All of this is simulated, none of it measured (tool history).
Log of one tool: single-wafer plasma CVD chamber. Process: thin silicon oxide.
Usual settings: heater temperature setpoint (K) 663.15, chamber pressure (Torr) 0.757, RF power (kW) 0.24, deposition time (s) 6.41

| run | hour | heater temperature setpoint (K) | chamber pressure (Torr) | RF power (kW) | deposition time (s) | wafers since the last listed run | hours since the last thermocouple change | hours since the last RF generator calibration | hours since the last manometer calibration | hours since the showerhead was replaced | hours since the gauge calibration | read-back reference wafer on the same gauge, thickness_nm | mean film thickness on the monitor wafer (nm) |
|---|---|---|---|---|---|---|---|---|---|---|---|---|---|
| 1 | 0 | 663.15 | 0.757 | 0.24 | 6.41 | 0 | 967 | 489.9 | 1177.7 | 3991.5 | 600.9 | 8.882 | 9.577 |
| 2 | 13.2 | 663.15 | 0.757 | 0.24 | 6.41 | 622 | 980.2 | 503.1 | 1190.9 | 4004.7 | 614.1 | 8.863 | 9.642 |
| 3 | 40.6 | 663.15 | 0.757 | 0.24 | 6.41 | 1291 | 1007.6 | 530.5 | 1218.3 | 4032.1 | 641.5 | 8.887 | 9.668 |
| 4 | 132.6 | 663.15 | 0.757 | 0.24 | 6.41 | 4336 | 1099.6 | 622.5 | 1310.3 | 4124.1 | 733.5 | 8.878 | 9.607 |
| 5 | 152.4 | 663.15 | 0.757 | 0.24 | 6.41 | 933 | 1119.4 | 642.3 | 1330.1 | 4143.9 | 753.3 | 8.874 | 9.565 |
|  | 189.6 | thermocouple changed; heater temperature recalibrated |
| 6 | 190.1 | 663.15 | 0.757 | 0.24 | 6.41 | 1399 | 0.5 | 680 | 1367.8 | 4181.6 | 791 | 8.896 | 9.631 |
| 7 | 203.8 | 663.15 | 0.757 | 0.24 | 6.41 | 645 | 14.2 | 693.7 | 1381.5 | 4195.3 | 804.7 | 8.882 | 9.597 |
| 8 | 239.6 | 663.15 | 0.757 | 0.24 | 6.41 | 1687 | 50 | 729.5 | 1417.3 | 4231.1 | 840.5 | 8.883 | 9.563 |
|  | 254.8 | showerhead replaced |
| 9 | 270.5 | 663.15 | 0.757 | 0.24 | 7.39 | 1079 | 80.9 | 760.4 | 1448.2 | 15.7 | 871.4 | 8.878 | 11.011 |
| 10 | 289.5 | 663.15 | 0.757 | 0.23 | 6.41 | 895 | 99.9 | 779.4 | 1467.2 | 34.7 | 890.4 | 8.879 | 9.436 |
|  | 300.3 | capacitance manometer re-zeroed and calibrated |
| 11 | 337.8 | 663.15 | 0.757 | 0.24 | 6.41 | 1899 | 148.2 | 827.7 | 37.5 | 83 | 938.7 | 8.881 | 9.558 |
| 12 | 354.7 | 663.15 | 0.757 | 0.23 | 6.41 | 796 | 165.1 | 844.6 | 54.4 | 99.9 | 955.6 | 8.885 | 9.461 |
|  | 359.8 | gauge calibrated |
| 13 | 376.7 | 663.15 | 0.757 | 0.24 | 6.41 | 1036 | 187.1 | 866.6 | 76.4 | 121.9 | 16.9 | 8.882 | 9.58 |
| 14 | 399 | 663.15 | 0.757 | 0.24 | 7.29 | 1051 | 209.4 | 888.9 | 98.7 | 144.2 | 39.2 | 8.881 | 10.902 |
| 15 | 431.5 | 650.15 | 0.757 | 0.24 | 5.29 | 1531 | 241.9 | 921.4 | 131.2 | 176.7 | 71.7 | 8.882 | 7.945 |
| 16 | 478.2 | 669.15 | 0.757 | 0.24 | 6.41 | 2201 | 288.6 | 968.1 | 177.9 | 223.4 | 118.4 | 8.879 | 9.538 |
| 17 | 491.8 | 651.15 | 0.757 | 0.28 | 6.41 | 641 | 302.2 | 981.7 | 191.5 | 237 | 132 | 8.887 | 10.253 |
|  | 507.6 | RF generator calibrated |
| 18 | 512.4 | 648.15 | 0.757 | 0.21 | 5.77 | 593 | 322.8 | 4.8 | 212.1 | 257.6 | 152.6 | 8.865 | 8.486 |
| 19 | 538 | 663.15 | 0.757 | 0.24 | 6.41 | 1206 | 348.4 | 30.4 | 237.7 | 283.2 | 178.2 | 8.878 | 9.759 |
| 20 | 571.9 | 654.15 | 0.86 | 0.275 | 6.83 | 1597 | 382.3 | 64.3 | 271.6 | 317.1 | 212.1 | 8.879 | 12.46 |
| 21 | 590.8 | 663.15 | 0.757 | 0.24 | 6.41 | 890 | 401.2 | 83.2 | 290.5 | 336 | 231 | 8.881 | 9.699 |
| 22 | 605.3 | 670.15 | 0.855 | 0.24 | 5.91 | 683 | 415.7 | 97.7 | 305 | 350.5 | 245.5 | 8.879 | 10.03 |
| 23 | 621.5 | 663.15 | 0.644 | 0.24 | 6.41 | 763 | 431.9 | 113.9 | 321.2 | 366.7 | 261.7 | 8.882 | 8.212 |
| 24 | 644.9 | 663.15 | 0.692 | 0.195 | 7.47 | 1102 | 455.3 | 137.3 | 344.6 | 390.1 | 285.1 | 8.879 | 9.554 |
| 25 | 664.2 | 663.15 | 0.757 | 0.24 | 6.41 | 909 | 474.6 | 156.6 | 363.9 | 409.4 | 304.4 | 8.886 | 9.801 |
| 26 | 686.8 | 663.15 | 0.757 | 0.24 | 6.41 | 1065 | 497.2 | 179.2 | 386.5 | 432 | 327 | 8.87 | 9.731 |
| 27 | 702.5 | 663.15 | 0.757 | 0.27 | 6.41 | 740 | 512.9 | 194.9 | 402.2 | 447.7 | 342.7 | 8.879 | 10.118 |
| 28 | 719.6 | 658.15 | 0.757 | 0.2 | 6 | 806 | 530 | 212 | 419.3 | 464.8 | 359.8 | 8.866 | 8.485 |

Hidden state or all else? Some run-to-run changes of mean film thickness on the monitor wafer (nm), split into what the settings, what came in and random variation would give without the hidden state, and what is left for the hidden state (with any gauge scatter that isn't in both results):
The hidden state here: wafer temperature above the value expected at the setpoint (K); delivered RF power above the setpoint (%); true pressure above the setpoint (%); gauge reads high (%).
Run 14 -> 15: heater temperature setpoint (K) 663.15 -> 650.15, deposition time (s) 7.29 -> 5.29. mean film thickness on the monitor wafer (nm) -2.957: hidden state +0.09, all else -3.047.
Run 17 -> 18: heater temperature setpoint (K) 651.15 -> 648.15, RF power (kW) 0.28 -> 0.21, deposition time (s) 6.41 -> 5.77, RF generator calibrated. mean film thickness on the monitor wafer (nm) -1.767: hidden state +0.29, all else -2.057.
Run 20 -> 21: heater temperature setpoint (K) 654.15 -> 663.15, chamber pressure (Torr) 0.86 -> 0.757, RF power (kW) 0.275 -> 0.24, deposition time (s) 6.83 -> 6.41. mean film thickness on the monitor wafer (nm) -2.761: hidden state +0.002, all else -2.763.
